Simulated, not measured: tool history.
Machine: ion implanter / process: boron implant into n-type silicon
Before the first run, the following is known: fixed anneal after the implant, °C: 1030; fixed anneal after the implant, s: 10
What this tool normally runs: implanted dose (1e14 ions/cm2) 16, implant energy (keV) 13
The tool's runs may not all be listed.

| run | hour | implanted dose (1e14 ions/cm2) | implant energy (keV) | read-back reference wafer on the same gauge, sheet resistance | sheet resistance of the implanted and annealed layer (ohm/square) |
|---|---|---|---|---|---|
| 1 | 0 | 16 | 15.5 | 79.32 | 81.99 |
| 2 | 31.7 | 16 | 15.5 | 79.3 | 82.27 |
| 3 | 86.4 | 16 | 15.5 | 79.14 | 82.5 |
| 4 | 121.3 | 16 | 13 | 79.23 | 87.11 |
|  | 161.2 | gauge calibrated |
| 5 | 193.3 | 16 | 13 | 79.31 | 87.41 |
| 6 | 247.7 | 18.93 | 13 | 79.16 | 80.75 |
| 7 | 292.3 | 18.93 | 13 | 79.21 | 81.27 |
| 8 | 323.2 | 18.93 | 13 | 79.33 | 79.99 |
| 9 | 348.5 | 16 | 13 | 79.16 | 87.39 |
| 10 | 392.3 | 16 | 13 | 79.27 | 86.53 |
| 11 | 441.6 | 16 | 13 | 79.3 | 86.67 |
| 12 | 484.1 | 16 | 13 | 79.12 | 85.92 |
| 13 | 514.3 | 16 | 13 | 79.26 | 85.92 |
| 14 | 569.4 | 16 | 13 | 79.05 | 86.38 |
| 15 | 620.5 | 16 | 13 | 79.19 | 85.43 |
| 16 | 650.1 | 16 | 13 | 79.13 | 86.14 |
| 17 | 688.1 | 16 | 13 | 79.18 | 86.28 |
| 18 | 807.7 | 14.12 | 10 | 79.04 | 98.71 |
|  | 820 | extraction supply calibrated |
| 19 | 835.5 | 11.74 | 16.5 | 79.39 | 98.15 |
|  | 870.8 | Faraday cup replaced and dose calibrated |
| 20 | 877.7 | 16 | 13 | 79.04 | 87.3 |
| 21 | 904.2 | 16 | 13 | 79.09 | 87.36 |
| 22 | 941.2 | 16 | 13 | 79.13 | 87.76 |
| 23 | 1008.8 | 16 | 11.5 | 79.08 | 92.51 |
| 24 | 1048.8 | 19.85 | 10.5 | 79.12 | 87.91 |
| 25 | 1114.8 | 16 | 8.5 | 79.06 | 103.86 |
| 26 | 1175.6 | 17.53 | 9 | 79.2 | 97.55 |
| 27 | 1233 | 16 | 13 | 79.21 | 87.72 |
| 28 | 1258.2 | 14.05 | 16 | 79.13 | 89.12 |
|  | 1298.4 | gauge calibrated |
| 29 | 1312.7 | 16 | 13 | 79.15 | 87.64 |
| 30 | 1525.3 | 16 | 13 | 79.31 | 87.3 |
| 31 | 1572.4 | 18.27 | 10.5 | 79.15 | 89.38 |
| 32 | 1624.4 | 16 | 8.5 | 79.13 | 102.82 |
| 33 | 1673.1 | 13.43 | 15.5 | 79.13 | 90.69 |
| 34 | 1706.2 | 14.47 | 13 | 78.96 | 90.81 |
| 35 | 1772.7 | 16 | 13 | 79.09 | 86.56 |

How would selected steps in sheet resistance of the implanted and annealed layer (ohm/square) from run to run divide? Give the signed amount a tool lacking its hidden state would still show from settings, what came in and random variation, and the signed amount left for the hidden state, including any gauge scatter that is not in both of the compared results.
What the log doesn't record here: deviation of the true dose from the Faraday cup's reading, %; deviation of the true energy from its setpoint, %; gauge reads high (%).
Run 17 -> 18: implanted dose (1e14 ions/cm2) 16 -> 14.12, implant energy (keV) 13 -> 10. sheet resistance of the implanted and annealed layer (ohm/square) +12.43: hidden state -0.42, all else +12.85.
Run 18 -> 19: implanted dose (1e14 ions/cm2) 14.12 -> 11.74, implant energy (keV) 10 -> 16.5, extraction supply calibrated. sheet resistance of the implanted and annealed layer (ohm/square) -0.56: hidden state -1.46, all else +0.9.
Run 19 -> 20: implanted dose (1e14 ions/cm2) 11.74 -> 16, implant energy (keV) 16.5 -> 13, Faraday cup replaced and dose calibrated. sheet resistance of the implanted and annealed layer (ohm/square) -10.85: hidden state +3.47, all else -14.32.
Run 24 -> 25: implanted dose (1e14 ions/cm2) 19.85 -> 16, implant energy (keV) 10.5 -> 8.5. sheet resistance of the implanted and annealed layer (ohm/square) +15.95: hidden state -0.02, all else +15.97.
Run 31 -> 32: implanted dose (1e14 ions/cm2) 18.27 -> 16, implant energy (keV) 10.5 -> 8.5. sheet resistance of the implanted and annealed layer (ohm/square) +13.44: hidden state -0.14, all else +13.58.
Run 32 -> 33: implanted dose (1e14 ions/cm2) 16 -> 13.43, implant energy (keV) 8.5 -> 15.5. sheet resistance of the implanted and annealed layer (ohm/square) -12.13: hidden state -0.79, all else -11.34.

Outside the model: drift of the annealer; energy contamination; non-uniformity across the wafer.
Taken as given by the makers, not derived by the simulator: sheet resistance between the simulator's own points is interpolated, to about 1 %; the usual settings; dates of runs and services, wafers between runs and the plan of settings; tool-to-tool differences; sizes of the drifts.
